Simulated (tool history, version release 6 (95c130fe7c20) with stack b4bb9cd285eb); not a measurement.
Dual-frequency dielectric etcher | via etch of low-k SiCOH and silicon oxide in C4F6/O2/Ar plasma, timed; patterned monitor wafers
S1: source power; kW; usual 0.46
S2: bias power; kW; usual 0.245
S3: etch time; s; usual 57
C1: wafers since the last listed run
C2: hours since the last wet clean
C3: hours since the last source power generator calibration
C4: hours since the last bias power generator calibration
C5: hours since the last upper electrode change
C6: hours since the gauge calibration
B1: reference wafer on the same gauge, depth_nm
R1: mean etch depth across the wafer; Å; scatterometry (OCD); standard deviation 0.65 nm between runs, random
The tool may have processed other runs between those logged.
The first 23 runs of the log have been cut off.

run   hour    S1     S2    S3   C1     C2     C3     C4     C5     C6     B1    R1
 24  298.2  0.46  0.245    57   59     15   45.8  161.2   60.1  150.5  211.9  1880
 25  315.1  0.46  0.274    71  143   31.9   62.7  178.1     77  167.4    212  2396
 26  331.7  0.46  0.245    57  140   48.5   79.3  194.7   93.6    184  212.2  1881
 27    339  0.46  0.245    69   61   55.8   86.6    202  100.9  191.3  212.1  2277
 28  350.9  0.51  0.227    57  100   67.7   98.5  213.9  112.8  203.2    212  1967
 29  364.5  0.46  0.245    65  115   81.3  112.1  227.5  126.4  216.8  211.9  2144
 30  377.1  0.39  0.277  68.5  106   93.9  124.7  240.1    139  229.4    212  2085
 31  393.4  0.53  0.292    45  138  110.2    141  256.4  155.3  245.7    212  1684

Below are 3 alternative next runs, each starting from the tool's condition after run 31. Predict each:
  A  393.8  0.46  0.245    57   3  110.6  141.4  256.8  155.7  246.1   ?   ?
  B  393.8  0.46  0.279    57   3  110.6  141.4  256.8  155.7  246.1   ?   ?
  C  393.8  0.46  0.221  66.5   3  110.6  141.4  256.8  155.7  246.1   ?   ?

run   B1    R1
  A  212  1873
  B  212  1931
  C  212  2136
With no hidden state in the tool, these same runs would have given:
run    R1
  A  1888
  B  1946
  C  2153
